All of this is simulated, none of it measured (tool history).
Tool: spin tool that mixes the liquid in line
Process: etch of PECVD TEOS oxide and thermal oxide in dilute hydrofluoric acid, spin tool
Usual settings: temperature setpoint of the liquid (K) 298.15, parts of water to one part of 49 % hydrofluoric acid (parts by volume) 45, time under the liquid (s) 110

| run | hour | temperature setpoint of the liquid (K) | parts of water to one part of 49 % hydrofluoric acid (parts by volume) | time under the liquid (s) | read-back film thickness of the PECVD TEOS oxide reference wafer, read on the same gauge (nm) | read-back film thickness of the thermal oxide reference wafer, read on the same gauge (nm) | thickness taken off the PECVD TEOS oxide on a monitor wafer (angstrom) | thickness taken off the thermal oxide on a monitor wafer (angstrom) |
|---|---|---|---|---|---|---|---|---|
| 1 | 0.0 | 298.15 | 45 | 110 | 130.00 | 130.01 | 332.7 | 117.9 |
| 2 | 19.2 | 298.15 | 45 | 90 | 130.02 | 130.01 | 272.8 | 96.9 |
|  | 37.6 | thermometer replaced |
| 3 | 42.6 | 298.15 | 45 | 90 | 129.97 | 130.00 | 258.2 | 91.4 |
| 4 | 67.8 | 298.15 | 45 | 110 | 129.96 | 130.01 | 312.4 | 111.5 |
| 5 | 90.9 | 298.15 | 45 | 110 | 130.00 | 130.00 | 308.9 | 110.3 |
| 6 | 106.3 | 293.15 | 45 | 170 | 129.99 | 129.95 | 391.3 | 137.5 |
| 7 | 118.8 | 300.15 | 60 | 170 | 130.02 | 130.04 | 388.1 | 137.0 |
| 8 | 131.9 | 295.65 | 60 | 110 | 129.98 | 130.02 | 202.3 | 72.9 |
| 9 | 157.1 | 298.15 | 45 | 110 | 129.99 | 129.99 | 313.3 | 110.2 |
| 10 | 181.9 | 298.15 | 45 | 110 | 130.00 | 130.00 | 305.8 | 110.4 |
| 11 | 203.2 | 295.15 | 55 | 145 | 130.01 | 130.01 | 287.0 | 103.7 |
| 12 | 235.0 | 300.15 | 65 | 50 | 129.98 | 129.99 | 103.1 | 36.4 |
| 13 | 256.8 | 296.15 | 55 | 55 | 130.00 | 130.05 | 114.9 | 40.9 |
|  | 286.0 | thermometer replaced, repeated, since the last time left the tool worse |
| 14 | 289.0 | 298.15 | 50 | 110 | 130.03 | 129.99 | 315.7 | 111.1 |
| 15 | 312.7 | 298.15 | 45 | 110 | 130.03 | 129.99 | 345.0 | 123.7 |
|  | 324.4 | gauge calibrated |
| 16 | 346.4 | 298.15 | 25 | 110 | 130.01 | 130.05 | 642.3 | 228.2 |
| 17 | 365.3 | 296.15 | 35 | 90 | 130.00 | 129.98 | 340.0 | 120.5 |
| 18 | 383.0 | 298.15 | 45 | 110 | 129.98 | 130.03 | 345.9 | 122.6 |
|  | 467.9 | hydrofluoric acid flow meter replaced |
| 19 | 482.7 | 295.15 | 45 | 75 | 129.99 | 130.03 | 206.9 | 73.6 |
| 20 | 506.5 | 294.65 | 45 | 110 | 130.02 | 129.98 | 298.1 | 105.2 |
| 21 | 525.8 | 298.15 | 45 | 110 | 130.00 | 130.01 | 342.4 | 122.8 |
| 22 | 547.6 | 298.15 | 45 | 110 | 130.00 | 129.94 | 340.1 | 122.1 |
| 23 | 619.4 | 301.65 | 55 | 55 | 130.01 | 130.02 | 157.7 | 57.0 |
| 24 | 631.9 | 298.15 | 35 | 110 | 130.02 | 130.02 | 440.8 | 157.8 |
| 25 | 656.4 | 300.15 | 55 | 170 | 130.00 | 130.02 | 462.9 | 163.6 |
| 26 | 677.2 | 298.15 | 45 | 110 | 129.97 | 130.00 | 345.5 | 121.3 |

The tool's hidden state at each run:
hydrofluoric acid flow above the setpoint (%): 0 in every run
gauge reads high (%): 0 in every run
H1: liquid colder than its thermometer reads (K)
| run | H1 |
|---|---|
| 1 | 1.48 |
| 2 | 1.51 |
| 3 | 2.78 |
| 4 | 2.82 |
| 5 | 2.86 |
| 6 | 2.89 |
| 7 | 2.91 |
| 8 | 2.93 |
| 9 | 2.97 |
| 10 | 3.01 |
| 11 | 3.04 |
| 12 | 3.09 |
| 13 | 3.13 |
| 14 | 0.139 |
| 15 | 0.178 |
| 16 | 0.232 |
| 17 | 0.262 |
| 18 | 0.29 |
| 19 | 0.451 |
| 20 | 0.489 |
| 21 | 0.52 |
| 22 | 0.555 |
| 23 | 0.67 |
| 24 | 0.69 |
| 25 | 0.729 |
| 26 | 0.763 |

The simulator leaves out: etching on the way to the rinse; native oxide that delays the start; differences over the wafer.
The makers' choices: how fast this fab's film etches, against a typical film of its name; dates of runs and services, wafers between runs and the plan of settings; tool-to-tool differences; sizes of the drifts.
